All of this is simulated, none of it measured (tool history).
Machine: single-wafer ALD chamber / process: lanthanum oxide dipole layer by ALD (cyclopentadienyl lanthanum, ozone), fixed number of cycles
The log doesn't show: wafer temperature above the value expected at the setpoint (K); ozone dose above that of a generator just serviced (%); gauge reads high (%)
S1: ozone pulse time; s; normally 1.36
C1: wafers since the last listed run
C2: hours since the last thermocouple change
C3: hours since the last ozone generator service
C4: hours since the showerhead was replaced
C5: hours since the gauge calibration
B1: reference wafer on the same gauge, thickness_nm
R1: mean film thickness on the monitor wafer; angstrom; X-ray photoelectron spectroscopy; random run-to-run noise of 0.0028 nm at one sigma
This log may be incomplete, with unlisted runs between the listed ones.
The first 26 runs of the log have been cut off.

run	hour	S1	C1	C2	C3	C4	C5	B1	R1
27	2089.7	1.36	1714	914.4	485	1419	889.5	0.471	5.69
28	2141.1	1.74	1132	965.8	536.4	1470.4	940.9	0.471	5.97
29	2199.7	1.76	1291	1024.4	595	1529	999.5	0.471	5.95
30	2279.1	1.77	1749	1103.8	674.4	1608.4	1078.9	0.471	5.96
31	2359.5	1.36	1771	1184.2	754.8	1688.8	1159.3	0.471	5.6
32	2433.3	1.36	1625	1258	828.6	1762.6	1233.1	0.471	5.56
33	2505.3	1.09	1586	1330	900.6	1834.6	1305.1	0.471	4.84
# hour 2581.3: ozone generator serviced
34	2603	1.68	1976	1427.7	21.7	1932.3	1402.8	0.472	5.97

Below are 4 alternative next runs, each starting from the tool's condition after run 34. Predict each:
A	2603.4	0.83	8	1428.1	22.1	1932.7	1403.2	?	?
B	2603.4	1.62	8	1428.1	22.1	1932.7	1403.2	?	?
C	2603.4	1.82	8	1428.1	22.1	1932.7	1403.2	?	?
D	2603.4	0.89	8	1428.1	22.1	1932.7	1403.2	?	?

run	B1	R1
A	0.471	3.74
B	0.471	5.94
C	0.471	6.03
D	0.471	4.17
Take away the tool's hidden state, keep each run's random variation, and the runs would have read:
run	R1
A	3.76
B	5.95
C	6.03
D	4.18

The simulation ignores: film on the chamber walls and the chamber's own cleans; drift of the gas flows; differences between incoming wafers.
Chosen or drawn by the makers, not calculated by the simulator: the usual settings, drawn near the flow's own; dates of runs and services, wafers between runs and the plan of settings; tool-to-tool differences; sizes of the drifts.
